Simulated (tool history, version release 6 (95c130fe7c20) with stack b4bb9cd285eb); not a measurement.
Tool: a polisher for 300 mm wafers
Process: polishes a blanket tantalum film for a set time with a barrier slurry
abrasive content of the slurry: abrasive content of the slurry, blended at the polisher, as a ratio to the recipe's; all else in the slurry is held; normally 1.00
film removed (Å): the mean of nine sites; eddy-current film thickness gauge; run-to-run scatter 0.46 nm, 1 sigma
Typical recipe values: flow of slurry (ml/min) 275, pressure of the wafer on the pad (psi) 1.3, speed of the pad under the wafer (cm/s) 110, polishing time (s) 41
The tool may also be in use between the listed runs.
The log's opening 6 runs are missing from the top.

run,hour,flow of slurry (ml/min),pressure of the wafer on the pad (psi),speed of the pad under the wafer (cm/s),abrasive content of the slurry,polishing time (s),wafers since the last listed run,wafers polished on this pad,hours since the slurry nozzle was cleaned,hours since the head pressure was calibrated,hours since the slurry blender was calibrated,"incoming thickness of the incoming film, nm",film removed (Å)
# hour 218.1: worn pad replaced by a new one
7,246.2,275,1.3,92,1.00,52,550,245,276.1,595.2,325.7,280.1,627
# hour 300.0: slurry blender recalibrated
8,308.4,275,1.3,92,1.00,52,524,770,338.3,657.4,8.4,281.0,624
9,380.4,350,1.3,84,1.00,41,627,1397,410.3,729.4,80.4,278.6,458
# hour 417.3: slurry nozzle cleaned
10,435.5,350,1.3,84,1.00,41,471,1869,18.2,784.5,135.5,277.3,454
11,465.3,350,1.3,84,1.00,41,259,2128,48.0,814.3,165.3,283.3,454
12,510.8,275,1.5,110,1.00,41,396,2525,93.5,859.8,210.8,277.8,644
13,567.4,275,1.1,120,0.90,31,493,3018,150.1,916.4,267.4,277.2,386
# hour 655.2: worn pad replaced by a new one
14,678.2,275,1.3,110,1.00,41,930,200,260.9,1027.2,378.2,279.9,615
# hour 734.9: head pressure recalibrated
# hour 734.9: slurry blender recalibrated
15,747.2,275,1.3,110,1.00,50,583,783,329.9,12.3,12.3,276.9,695
# hour 799.0: slurry nozzle cleaned
16,799.5,305,1.3,110,1.00,41,447,1230,0.5,64.6,64.6,281.4,565
17,917.5,275,0.9,110,1.00,41,1028,2259,118.5,182.6,182.6,278.9,405
18,986.8,200,1.3,98,1.00,41,604,2863,187.8,251.9,251.9,276.6,466
# hour 999.5: worn pad replaced by a new one
19,1047.7,305,1.3,110,1.00,41,495,420,248.7,312.8,312.8,280.3,576
20,1083.3,275,1.3,110,1.00,41,310,730,284.3,348.4,348.4,282.8,578
21,1134.3,275,1.1,146,1.00,50,444,1175,335.3,399.4,399.4,282.7,796
# hour 1159.4: slurry blender recalibrated
22,1206.2,250,0.9,146,1.00,54,609,1784,407.2,471.3,46.8,285.7,733
# hour 1235.4: slurry nozzle cleaned
23,1257.5,275,1.0,92,1.00,41,438,2223,22.1,522.6,98.1,283.4,376
24,1316.1,275,1.3,90,1.00,41,510,2733,80.7,581.2,156.7,280.6,453
25,1368.5,275,1.3,110,1.00,41,456,3190,133.1,633.6,209.1,278.5,536
26,1401.0,320,1.7,110,1.00,45,283,3474,165.6,666.1,241.6,283.9,742
27,1426.8,275,1.6,94,0.85,41,224,3698,191.4,691.9,267.4,277.1,499
# hour 1444.2: worn pad replaced by a new one
28,1451.0,360,1.4,110,1.15,54,176,59,215.6,716.1,291.6,277.6,883
29,1499.3,195,1.8,110,1.00,41,421,480,263.9,764.4,339.9,279.9,763
# hour 1507.9: slurry blender recalibrated
30,1568.5,275,1.3,110,1.00,41,585,1066,333.1,833.6,60.6,282.7,586
31,1642.9,275,1.3,110,1.00,36,648,1714,407.5,908.0,135.0,280.3,512

Here are 3 independent what-if runs from the current tool condition. What would each one return?
A,1643.3,275,1.3,110,1.00,41,3,1718,407.9,908.4,135.4,278.7,?
B,1643.3,275,1.6,110,1.00,41,3,1718,407.9,908.4,135.4,278.7,?
C,1643.3,275,1.3,88,0.75,35,3,1718,407.9,908.4,135.4,278.7,?

run,film removed (Å)
A,587
B,703
C,346
What these runs would have given with no unlogged condition in the tool:
run,film removed (Å)
A,588
B,704
C,347

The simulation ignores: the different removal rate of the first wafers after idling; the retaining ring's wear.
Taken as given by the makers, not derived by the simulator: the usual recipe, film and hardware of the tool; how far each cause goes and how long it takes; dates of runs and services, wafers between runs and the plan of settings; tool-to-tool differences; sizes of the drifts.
